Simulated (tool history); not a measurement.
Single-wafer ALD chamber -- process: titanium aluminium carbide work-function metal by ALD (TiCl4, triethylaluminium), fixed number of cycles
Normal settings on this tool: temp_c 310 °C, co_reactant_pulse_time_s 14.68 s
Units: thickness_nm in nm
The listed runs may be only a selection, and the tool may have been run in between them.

run	day	temp_c	co_reactant_pulse_time_s	read-back reference wafer on the same gauge, thickness_nm	thickness_nm
1	0	310	14.68	2.203	2.29
2	1.554	310	14.68	2.202	2.287
3	4.146	310	14.68	2.2	2.298
4	5.233	310	14.68	2.2	2.295
5	6.442	310	14.68	2.199	2.28
6	15.038	310	14.68	2.199	2.283
7	18.092	310	14.68	2.2	2.288
8	19.333	310	14.68	2.2	2.293
# day 22.008: thermocouple changed; heater temperature recalibrated
9	22.029	310	14.68	2.2	2.339
# day 24.288: triethylaluminium bottle replaced
10	24.871	310	14.68	2.199	2.327
11	27.396	310	14.68	2.202	2.323
12	29.288	310	14.68	2.2	2.334
13	30.567	301	12.22	2.198	2.175
14	31.821	310	14.68	2.201	2.317
15	34.25	310	18.07	2.202	2.327
# day 35.421: showerhead replaced
16	37.004	310	14.68	2.197	2.321
17	38.142	310	14.68	2.199	2.313
18	39.796	297	14.68	2.2	2.168
19	41.004	310	16.22	2.202	2.325
# day 41.971: gauge calibrated
20	42.462	310	14.68	2.201	2.304
21	44.538	303	12.51	2.201	2.199
22	46.9	296	14.68	2.197	2.138
23	48.479	310	17.22	2.198	2.327
24	49.75	310	14.68	2.2	2.303
25	51.938	320	12.5	2.199	2.375
26	53.817	299	17.61	2.198	2.198

Some steps in thickness_nm between neighbouring runs. How much of each would the tool show without its hidden state too (settings, what came in, random variation), and how much is left for the hidden state, with any gauge scatter that isn't in both results?
Unlogged tool condition in this case: wafer temperature above the value expected at the setpoint (K); triethylaluminium dose above that of a fresh bottle (%); gauge reads high (%).
Run 8 -> 9: thermocouple changed; heater temperature recalibrated. thickness_nm +0.046 nm: hidden state +0.046, all else +0.
Run 9 -> 10: triethylaluminium bottle replaced. thickness_nm -0.012 nm: hidden state -0.006, all else -0.006.
Run 22 -> 23: temp_c 296 -> 310, co_reactant_pulse_time_s 14.68 -> 17.22. thickness_nm +0.189 nm: hidden state -0.002, all else +0.191.
Run 25 -> 26: temp_c 320 -> 299, co_reactant_pulse_time_s 12.5 -> 17.61. thickness_nm -0.177 nm: hidden state -0.001, all else -0.176.
